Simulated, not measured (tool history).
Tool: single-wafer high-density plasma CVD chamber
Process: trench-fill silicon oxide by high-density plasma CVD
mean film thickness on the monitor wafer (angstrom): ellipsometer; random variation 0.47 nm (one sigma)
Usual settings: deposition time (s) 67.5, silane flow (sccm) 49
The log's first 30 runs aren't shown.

run	hour	deposition time (s)	silane flow (sccm)	read-back reference wafer on the same gauge, thickness_nm	mean film thickness on the monitor wafer (angstrom)
31	318.8	67.5	43	286.071	2660.29
32	332.9	78.5	52	286.022	3744.90
33	351.9	67.5	46	285.861	2847.10
34	378.6	67.5	57	285.997	3517.15
35	389.5	62.9	49	286.007	2825.30
36	397.0	67.5	49	286.041	3027.75
37	411.1	78.2	46	285.946	3296.60
38	419.9	56.4	49	286.032	2531.08
39	444.9	63.4	57	286.000	3307.15
40	458.9	70.9	42	286.040	2722.24
41	492.2	67.5	49	286.036	3034.52

3 ways to go on from here, each from the tool as it stands after run 41. What would each give?
A	492.6	67.5	41	?	?
B	492.6	80.8	45	?	?
C	492.6	78.0	42	?	?

run	read-back reference wafer on the same gauge, thickness_nm	mean film thickness on the monitor wafer (angstrom)
A	286.025	2539.10
B	286.025	3335.92
C	286.025	3005.64
Without the tool's hidden state the same runs would have given:
run	mean film thickness on the monitor wafer (angstrom)
A	2554.23
B	3355.80
C	3023.54
